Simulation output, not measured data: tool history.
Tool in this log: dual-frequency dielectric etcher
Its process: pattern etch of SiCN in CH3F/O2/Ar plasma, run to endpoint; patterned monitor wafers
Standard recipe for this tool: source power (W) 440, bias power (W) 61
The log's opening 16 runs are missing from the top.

run	hour	source power (W)	bias power (W)	incoming incoming film thickness, nm	endpoint time (s)
17	440.9	440	61	7.21	18.8
18	459.7	410	74	7.17	17.8
19	492.9	500	65	7.19	17.2
20	517.4	440	61	7.23	18.9
21	540.8	440	61	7.24	19
22	568.2	470	50	7.24	20
23	583.8	440	61	7.16	18.7
24	604.5	400	73	7.24	18.4
25	629.8	440	61	7.24	19
26	680.8	440	61	7.15	18.8
27	704.6	480	56	7.31	19.3
# hour 746.1: wet clean of the chamber
28	746.6	480	72	7.15	16.6
29	746.9	400	61	7.24	19.6
30	781.6	440	68	7.19	17.7
31	813.6	440	61	7.27	18.9
32	898.5	440	52	7.11	19.8
33	912	440	74	7.18	17.2
34	928.2	470	66	7.19	17.7
35	945.2	340	68	7.2	20.3

Forecast each of these 4 alternatives for the next run:
A	945.6	440	61	7.23	?
B	945.6	380	66	7.23	?
C	945.6	520	61	7.23	?
D	945.6	400	51	7.23	?

run	endpoint time (s)
A	18.9
B	19.6
C	17.5
D	21.3
Stripped of hidden state, with their random variation kept, the same runs would have yielded:
run	endpoint time (s)
A	18.6
B	19.2
C	17.3
D	21
